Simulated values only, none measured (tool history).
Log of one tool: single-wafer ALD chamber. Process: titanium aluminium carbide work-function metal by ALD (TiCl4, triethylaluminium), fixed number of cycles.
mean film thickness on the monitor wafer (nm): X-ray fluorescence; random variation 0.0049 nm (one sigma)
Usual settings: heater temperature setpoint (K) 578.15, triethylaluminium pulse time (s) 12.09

run	hour	heater temperature setpoint (K)	triethylaluminium pulse time (s)	wafers since the last listed run	hours since the last thermocouple change	hours since the last triethylaluminium bottle change	hours since the showerhead was replaced	hours since the gauge calibration	read-back reference wafer on the same gauge, thickness_nm	mean film thickness on the monitor wafer (nm)
1	0	578.15	12.09	0	43.7	333.4	4513	1701.8	2.251	1.989
2	65.8	578.15	9.38	1135	109.5	399.2	4578.8	1767.6	2.25	1.933
3	115.3	578.15	9.38	854	159	448.7	4628.3	1817.1	2.251	1.931
4	174.3	578.15	12.09	1018	218	507.7	4687.3	1876.1	2.25	1.985
5	229.4	566.15	13.51	950	273.1	562.8	4742.4	1931.2	2.25	1.877
# hour 474.2: triethylaluminium bottle replaced
6	499.9	566.15	13.51	4529	543.6	25.7	5012.9	2201.7	2.25	1.888
7	579.6	589.15	12.09	1375	623.3	105.4	5092.6	2281.4	2.25	2.095
8	651.1	589.15	12.09	1233	694.8	176.9	5164.1	2352.9	2.249	2.098
9	712.4	589.15	12.09	1057	756.1	238.2	5225.4	2414.2	2.25	2.097
10	752.8	578.15	12.09	697	796.5	278.6	5265.8	2454.6	2.248	1.993
11	816.1	578.15	12.09	1092	859.8	341.9	5329.1	2517.9	2.25	1.999
12	915.6	572.15	12.09	1716	959.3	441.4	5428.6	2617.4	2.25	1.947
13	958.8	578.15	12.09	745	1002.5	484.6	5471.8	2660.6	2.249	2.01
14	1058.4	578.15	12.09	1718	1102.1	584.2	5571.4	2760.2	2.249	2.014
15	1154.8	578.15	9.85	1663	1198.5	680.6	5667.8	2856.6	2.249	1.97
# hour 1220.8: gauge calibrated
16	1238.7	578.15	12.09	1447	1282.4	764.5	5751.7	17.9	2.25	2.025
17	1276.3	584.15	14.53	648	1320	802.1	5789.3	55.5	2.247	2.111
# hour 1296.4: thermocouple changed; heater temperature recalibrated
18	1317.7	578.15	12.09	576	21.3	843.5	5830.7	96.9	2.251	2.054
# hour 1326.8: triethylaluminium bottle replaced
19	1355	578.15	12.09	505	58.6	28.2	5868	134.2	2.249	2.049
20	1394.7	591.15	7.63	685	98.3	67.9	5907.7	173.9	2.247	2.035
21	1458.7	578.15	12.09	1104	162.3	131.9	5971.7	237.9	2.252	2.051
# hour 1479.9: showerhead replaced
22	1552.2	583.15	9.97	1475	255.8	225.4	72.3	331.4	2.249	2.064
23	1630.4	578.15	12.09	1349	334	303.6	150.5	409.6	2.251	2.041
# hour 1698.9: thermocouple changed; heater temperature recalibrated, repeated, since the last time left the tool worse
24	1699.4	566.15	12.09	1052	0.5	372.6	219.5	478.6	2.249	1.867
25	1799.7	590.15	10.32	1730	100.8	472.9	319.8	578.9	2.249	2.068
26	1866.7	564.15	8.39	1156	167.8	539.9	386.8	645.9	2.251	1.77
27	1953.3	589.15	12.09	1494	254.4	626.5	473.4	732.5	2.249	2.089
28	2059.4	570.15	14.17	1830	360.5	732.6	579.5	838.6	2.25	1.93
# hour 2137.4: triethylaluminium bottle replaced
29	2140.9	586.15	8.85	1268	442	3.5	661	920.1	2.249	1.996
30	2211.4	573.15	15.39	1216	512.5	74	731.5	990.6	2.25	1.958
31	2272.6	578.15	8.9	1056	573.7	135.2	792.7	1051.8	2.248	1.921

Some steps in mean film thickness on the monitor wafer (nm) between neighbouring runs. How much of each would the tool show without its hidden state too (settings, what came in, random variation), and how much is left for the hidden state, with any gauge scatter that isn't in both results?
The hidden state here: wafer temperature above the value expected at the setpoint (K); triethylaluminium dose above that of a fresh bottle (%); gauge reads high (%).
Run 6 -> 7: heater temperature setpoint (K) 566.15 -> 589.15, triethylaluminium pulse time (s) 13.51 -> 12.09. mean film thickness on the monitor wafer (nm) +0.207: hidden state +0.002, all else +0.205.
Run 15 -> 16: triethylaluminium pulse time (s) 9.85 -> 12.09, gauge calibrated. mean film thickness on the monitor wafer (nm) +0.055: hidden state +0.006, all else +0.049.
Run 17 -> 18: heater temperature setpoint (K) 584.15 -> 578.15, triethylaluminium pulse time (s) 14.53 -> 12.09, thermocouple changed; heater temperature recalibrated. mean film thickness on the monitor wafer (nm) -0.057: hidden state +0.022, all else -0.079.
Run 23 -> 24: heater temperature setpoint (K) 578.15 -> 566.15, thermocouple changed; heater temperature recalibrated, repeated, since the last time left the tool worse. mean film thickness on the monitor wafer (nm) -0.174: hidden state -0.069, all else -0.105.
Run 25 -> 26: heater temperature setpoint (K) 590.15 -> 564.15, triethylaluminium pulse time (s) 10.32 -> 8.39. mean film thickness on the monitor wafer (nm) -0.298: hidden state +0, all else -0.298.
Run 26 -> 27: heater temperature setpoint (K) 564.15 -> 589.15, triethylaluminium pulse time (s) 8.39 -> 12.09. mean film thickness on the monitor wafer (nm) +0.319: hidden state +0.001, all else +0.318.
